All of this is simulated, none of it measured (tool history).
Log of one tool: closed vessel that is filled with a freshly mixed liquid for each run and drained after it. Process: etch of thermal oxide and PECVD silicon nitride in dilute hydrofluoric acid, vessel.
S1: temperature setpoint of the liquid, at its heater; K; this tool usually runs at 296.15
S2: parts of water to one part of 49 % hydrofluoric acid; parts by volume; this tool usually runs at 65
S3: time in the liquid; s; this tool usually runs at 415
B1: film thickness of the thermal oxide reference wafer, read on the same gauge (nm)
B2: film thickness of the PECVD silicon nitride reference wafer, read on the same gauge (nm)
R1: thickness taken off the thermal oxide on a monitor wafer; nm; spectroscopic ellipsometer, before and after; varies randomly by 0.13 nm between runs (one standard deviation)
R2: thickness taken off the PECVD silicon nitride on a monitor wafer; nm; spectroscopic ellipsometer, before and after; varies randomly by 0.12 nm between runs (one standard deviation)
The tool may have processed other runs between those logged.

| run | hour | S1 | S2 | S3 | B1 | B2 | R1 | R2 |
|---|---|---|---|---|---|---|---|---|
| 1 | 0.0 | 293.65 | 65 | 415 | 130.01 | 90.01 | 25.51 | 14.04 |
| 2 | 26.8 | 296.15 | 75 | 340 | 130.05 | 90.01 | 19.95 | 11.81 |
| 3 | 46.4 | 296.15 | 85 | 415 | 130.03 | 90.01 | 21.36 | 12.77 |
| 4 | 77.0 | 296.15 | 85 | 415 | 129.98 | 89.99 | 21.20 | 12.71 |
| 5 | 96.7 | 296.15 | 65 | 415 | 130.03 | 89.99 | 27.99 | 16.67 |
| 6 | 113.7 | 296.15 | 65 | 415 | 130.01 | 89.99 | 28.23 | 16.37 |
| 7 | 127.8 | 296.15 | 65 | 415 | 130.02 | 90.02 | 28.07 | 16.46 |
| 8 | 152.4 | 294.65 | 65 | 415 | 130.01 | 89.99 | 26.44 | 14.94 |
| 9 | 170.9 | 294.65 | 65 | 415 | 130.01 | 90.01 | 26.45 | 14.91 |
| 10 | 192.3 | 294.65 | 65 | 415 | 130.00 | 90.00 | 26.36 | 14.82 |
| 11 | 208.0 | 296.15 | 65 | 415 | 129.98 | 90.01 | 27.96 | 16.37 |
| 12 | 242.8 | 298.65 | 75 | 415 | 129.99 | 89.97 | 26.41 | 16.67 |
|  | 266.8 | hydrofluoric acid flow meter replaced |
| 13 | 281.2 | 296.15 | 80 | 415 | 129.99 | 90.01 | 23.24 | 14.00 |
| 14 | 297.0 | 293.65 | 65 | 575 | 129.96 | 89.99 | 36.75 | 19.91 |
|  | 310.9 | gauge calibrated |
| 15 | 311.6 | 296.15 | 65 | 550 | 129.96 | 90.00 | 38.53 | 22.62 |
| 16 | 339.2 | 294.15 | 65 | 415 | 130.00 | 90.01 | 26.61 | 14.82 |
| 17 | 367.6 | 293.15 | 50 | 490 | 130.00 | 89.99 | 40.53 | 20.88 |
| 18 | 389.1 | 294.65 | 45 | 615 | 130.01 | 89.99 | 59.60 | 32.62 |
| 19 | 414.5 | 296.15 | 95 | 415 | 130.03 | 90.01 | 19.02 | 11.67 |
|  | 420.0 | thermometer replaced |
| 20 | 426.9 | 298.65 | 35 | 480 | 130.06 | 89.98 | 71.26 | 42.30 |
| 21 | 439.4 | 296.15 | 65 | 415 | 129.99 | 90.00 | 28.96 | 16.90 |
| 22 | 464.1 | 298.65 | 40 | 545 | 130.05 | 90.01 | 70.60 | 42.39 |
| 23 | 480.3 | 292.15 | 65 | 525 | 130.00 | 90.00 | 30.65 | 16.11 |
| 24 | 493.9 | 298.65 | 50 | 415 | 129.99 | 90.01 | 42.45 | 25.83 |
| 25 | 521.2 | 292.15 | 75 | 345 | 129.96 | 90.00 | 17.36 | 9.20 |
| 26 | 536.8 | 296.15 | 65 | 415 | 130.06 | 89.99 | 28.88 | 16.94 |
| 27 | 563.8 | 298.65 | 50 | 415 | 129.97 | 90.00 | 41.94 | 25.62 |

Branching from run 27: 3 alternative next runs. What would each branch give?
| A | 564.6 | 296.15 | 65 | 415 | ? | ? | ? | ? |
| B | 564.6 | 300.15 | 55 | 195 | ? | ? | ? | ? |
| C | 564.6 | 292.15 | 65 | 640 | ? | ? | ? | ? |

| run | B1 | B2 | R1 | R2 |
|---|---|---|---|---|
| A | 130.04 | 89.99 | 28.73 | 16.76 |
| B | 130.04 | 89.99 | 19.01 | 12.11 |
| C | 130.04 | 89.99 | 37.51 | 19.65 |
Stripped of hidden state, with their random variation kept, the same runs would have yielded:
| run | R1 | R2 |
|---|---|---|
| A | 29.43 | 17.12 |
| B | 19.48 | 12.38 |
| C | 38.41 | 20.08 |

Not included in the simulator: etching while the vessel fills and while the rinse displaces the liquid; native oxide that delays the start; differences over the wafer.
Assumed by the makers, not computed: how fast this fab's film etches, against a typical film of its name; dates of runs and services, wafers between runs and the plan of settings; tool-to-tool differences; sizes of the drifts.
